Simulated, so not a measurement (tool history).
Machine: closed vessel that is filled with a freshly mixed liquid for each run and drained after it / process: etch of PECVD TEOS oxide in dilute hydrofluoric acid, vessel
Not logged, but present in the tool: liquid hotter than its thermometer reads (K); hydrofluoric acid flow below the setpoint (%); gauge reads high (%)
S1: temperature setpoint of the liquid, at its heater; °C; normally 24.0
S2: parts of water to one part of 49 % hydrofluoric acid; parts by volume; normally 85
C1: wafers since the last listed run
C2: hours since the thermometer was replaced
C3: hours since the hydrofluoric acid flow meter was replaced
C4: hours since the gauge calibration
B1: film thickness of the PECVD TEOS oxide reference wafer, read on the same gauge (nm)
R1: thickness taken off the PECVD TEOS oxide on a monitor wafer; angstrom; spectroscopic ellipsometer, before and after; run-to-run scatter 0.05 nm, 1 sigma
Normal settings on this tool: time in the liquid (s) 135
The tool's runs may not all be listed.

{"run": 1, "hour": 0.0, "S1": 24.0, "S2": 85, "time in the liquid (s)": 135, "C1": 0, "C2": 1485.4, "C3": 2000.6, "C4": 143.3, "B1": 130.06, "R1": 146.5}
{"run": 2, "hour": 10.0, "S1": 24.0, "S2": 85, "time in the liquid (s)": 135, "C1": 1075, "C2": 1495.4, "C3": 2010.6, "C4": 153.3, "B1": 130.01, "R1": 146.7}
{"run": 3, "hour": 24.3, "S1": 24.0, "S2": 115, "time in the liquid (s)": 135, "C1": 1537, "C2": 1509.7, "C3": 2024.9, "C4": 167.6, "B1": 130.0, "R1": 103.0}
{"run": 4, "hour": 47.7, "S1": 24.0, "S2": 115, "time in the liquid (s)": 135, "C1": 2516, "C2": 1533.1, "C3": 2048.3, "C4": 191.0, "B1": 129.99, "R1": 103.4}
{"run": 5, "hour": 54.6, "S1": 22.0, "S2": 55, "time in the liquid (s)": 135, "C1": 742, "C2": 1540.0, "C3": 2055.2, "C4": 197.9, "B1": 130.0, "R1": 216.6}
{"run": 6, "hour": 60.7, "S1": 22.0, "S2": 55, "time in the liquid (s)": 135, "C1": 655, "C2": 1546.1, "C3": 2061.3, "C4": 204.0, "B1": 129.98, "R1": 216.7}
{"run": 7, "hour": 69.5, "S1": 22.0, "S2": 55, "time in the liquid (s)": 135, "C1": 946, "C2": 1554.9, "C3": 2070.1, "C4": 212.8, "B1": 129.99, "R1": 215.8}
{"run": 8, "hour": 80.1, "S1": 24.0, "S2": 85, "time in the liquid (s)": 135, "C1": 1139, "C2": 1565.5, "C3": 2080.7, "C4": 223.4, "B1": 129.96, "R1": 145.5}
{"hour": 90.1, "done": "thermometer replaced"}
{"run": 9, "hour": 95.2, "S1": 24.0, "S2": 60, "time in the liquid (s)": 135, "C1": 1516, "C2": 5.1, "C3": 2095.8, "C4": 238.5, "B1": 130.0, "R1": 214.1}
{"run": 10, "hour": 110.1, "S1": 26.0, "S2": 60, "time in the liquid (s)": 85, "C1": 1602, "C2": 20.0, "C3": 2110.7, "C4": 253.4, "B1": 130.0, "R1": 145.3}
{"hour": 114.7, "done": "hydrofluoric acid flow meter replaced"}
{"run": 11, "hour": 116.6, "S1": 24.0, "S2": 85, "time in the liquid (s)": 205, "C1": 591, "C2": 26.5, "C3": 1.9, "C4": 259.9, "B1": 130.0, "R1": 208.4}
{"run": 12, "hour": 124.0, "S1": 22.0, "S2": 55, "time in the liquid (s)": 135, "C1": 795, "C2": 33.9, "C3": 9.3, "C4": 267.3, "B1": 130.0, "R1": 203.9}
{"hour": 124.7, "done": "gauge calibrated"}
{"run": 13, "hour": 136.4, "S1": 24.0, "S2": 85, "time in the liquid (s)": 135, "C1": 1333, "C2": 46.3, "C3": 21.7, "C4": 11.7, "B1": 129.97, "R1": 137.4}
{"hour": 141.4, "done": "hydrofluoric acid flow meter replaced, repeated, since the last time left the tool worse"}
{"run": 14, "hour": 146.6, "S1": 24.0, "S2": 85, "time in the liquid (s)": 200, "C1": 989, "C2": 56.5, "C3": 5.2, "C4": 21.9, "B1": 130.05, "R1": 242.2}
{"run": 15, "hour": 157.5, "S1": 20.5, "S2": 110, "time in the liquid (s)": 210, "C1": 1172, "C2": 67.4, "C3": 16.1, "C4": 32.8, "B1": 129.99, "R1": 165.3}
{"run": 16, "hour": 164.3, "S1": 20.0, "S2": 85, "time in the liquid (s)": 185, "C1": 731, "C2": 74.2, "C3": 22.9, "C4": 39.6, "B1": 130.01, "R1": 190.9}

Expected results for the next run?
{"run": 17, "hour": 209.3, "S1": 21.5, "S2": 85, "time in the liquid (s)": 135, "C1": 4839, "C2": 119.2, "C3": 67.9, "C4": 84.6, "B1": "?", "R1": "?"}

Run 17 came out at B1 130.02, R1 147.5 angstrom.
With the hidden condition absent and the run-to-run variation left alone, this run would have shown R1 149.3 angstrom.
